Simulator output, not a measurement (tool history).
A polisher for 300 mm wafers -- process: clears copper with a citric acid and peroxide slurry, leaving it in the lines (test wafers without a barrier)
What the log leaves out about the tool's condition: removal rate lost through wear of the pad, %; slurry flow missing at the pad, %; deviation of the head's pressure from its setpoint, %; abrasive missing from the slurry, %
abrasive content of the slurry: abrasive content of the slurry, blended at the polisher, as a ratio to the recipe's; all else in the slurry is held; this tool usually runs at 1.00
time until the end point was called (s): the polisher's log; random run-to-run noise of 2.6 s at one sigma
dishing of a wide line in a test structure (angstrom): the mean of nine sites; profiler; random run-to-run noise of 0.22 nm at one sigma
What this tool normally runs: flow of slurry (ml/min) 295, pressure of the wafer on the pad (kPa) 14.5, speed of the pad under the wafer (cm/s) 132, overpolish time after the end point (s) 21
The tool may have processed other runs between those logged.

run	hour	flow of slurry (ml/min)	pressure of the wafer on the pad (kPa)	speed of the pad under the wafer (cm/s)	abrasive content of the slurry	overpolish time after the end point (s)	wafers since the last listed run	wafers polished on this pad	hours since the slurry nozzle was cleaned	hours since the head pressure was calibrated	hours since the slurry blender was calibrated	incoming thickness of the incoming film, nm	time until the end point was called (s)	dishing of a wide line in a test structure (angstrom)
1	0.0	295	14.5	146	1.00	21	0	2620	400.6	88.4	502.5	329.2	210.2	211
# hour 26.9: slurry blender recalibrated
# hour 37.2: slurry nozzle cleaned
# hour 170.8: worn pad replaced by a new one
2	198.7	295	14.5	146	1.00	21	1531	222	161.5	287.1	171.8	329.0	211.3	212
3	264.5	295	14.5	132	1.00	21	525	748	227.3	352.9	237.6	327.7	221.8	198
4	310.4	295	14.5	132	1.00	21	366	1114	273.2	398.8	283.5	325.7	221.4	192
5	341.5	295	14.5	132	1.00	21	248	1363	304.3	429.9	314.6	326.7	229.9	194
6	367.8	295	14.5	132	1.00	21	210	1573	330.6	456.2	340.9	330.2	228.9	193
7	395.1	295	14.5	132	1.00	21	218	1791	357.9	483.5	368.2	329.7	234.2	192
8	450.4	295	14.5	132	1.00	12	441	2233	413.2	538.8	423.5	331.0	232.7	122
# hour 466.7: slurry nozzle cleaned
# hour 487.5: slurry blender recalibrated
9	509.9	295	12.4	132	1.00	21	451	2684	43.2	598.3	22.4	335.5	265.0	176
10	543.8	295	14.5	132	0.80	21	270	2955	77.1	632.2	56.3	325.3	230.8	192
# hour 628.4: worn pad replaced by a new one
11	628.9	295	14.5	132	1.00	21	647	4	162.2	717.3	141.4	333.5	228.1	195
12	706.7	350	17.9	132	1.00	21	621	625	240.0	795.1	219.2	332.8	188.9	229
13	734.8	295	14.5	132	1.00	21	224	850	268.1	823.2	247.3	329.7	237.5	191
14	764.0	295	17.9	148	1.20	17	233	1083	297.3	852.4	276.5	324.8	168.6	210
15	803.7	295	14.5	132	1.00	12	317	1400	337.0	892.1	316.2	326.0	229.2	121
16	861.5	295	14.5	132	1.00	21	461	1862	394.8	949.9	374.0	332.6	242.2	188
17	918.9	215	14.5	96	0.75	14	458	2320	452.2	1007.3	431.4	327.3	320.2	111
# hour 952.8: slurry nozzle cleaned
18	969.2	230	13.1	132	1.00	21	393	2714	16.4	1057.6	481.7	323.8	271.5	171
# hour 1005.8: slurry blender recalibrated
19	1020.1	295	12.4	132	1.00	21	390	3105	67.3	1108.5	14.3	333.8	272.6	170
20	1088.4	330	14.5	116	1.25	32	545	3650	135.6	1176.8	82.6	326.7	237.2	255
# hour 1099.2: head pressure recalibrated
# hour 1134.7: worn pad replaced by a new one
21	1142.9	360	14.5	132	1.00	21	387	65	190.1	43.7	137.1	328.3	213.7	209
22	1193.8	295	14.5	132	1.00	21	406	471	241.0	94.6	188.0	332.6	220.4	202
23	1397.1	295	14.5	132	1.25	21	1623	2095	444.3	297.9	391.3	329.5	222.4	201
24	1433.6	295	14.5	132	1.00	21	291	2387	480.8	334.4	427.8	326.4	228.3	189
# hour 1483.8: slurry nozzle cleaned
# hour 1485.9: slurry blender recalibrated
25	1505.4	295	14.5	132	1.00	33	549	2936	21.6	406.2	19.5	327.0	223.6	269
26	1544.2	295	10.3	146	1.00	21	309	3246	60.4	445.0	58.3	331.9	294.9	159
27	1590.2	245	14.5	104	1.20	13	367	3614	106.4	491.0	104.3	328.2	253.5	119
# hour 1610.3: worn pad replaced by a new one
28	1630.8	370	14.5	132	1.00	17	292	163	147.0	531.6	144.9	331.8	229.9	168

4 ways to go on from here, each from the tool as it stands after run 28. What would each give?
A	1631.3	295	14.5	132	1.00	21	3	167	147.5	532.1	145.4	332.8	?	?
B	1631.3	325	16.5	132	1.00	21	3	167	147.5	532.1	145.4	332.8	?	?
C	1631.3	385	18.6	132	1.00	21	3	167	147.5	532.1	145.4	332.8	?	?
D	1631.3	295	17.9	132	1.00	21	3	167	147.5	532.1	145.4	332.8	?	?

run	time until the end point was called (s)	dishing of a wide line in a test structure (angstrom)
A	230.3	194
B	201.0	215
C	177.5	236
D	187.0	227
The same runs, with their run-to-run variation unchanged, on a tool lacking any hidden condition would have given:
run	time until the end point was called (s)	dishing of a wide line in a test structure (angstrom)
A	205.2	212
B	179.1	234
C	158.1	256
D	166.6	247
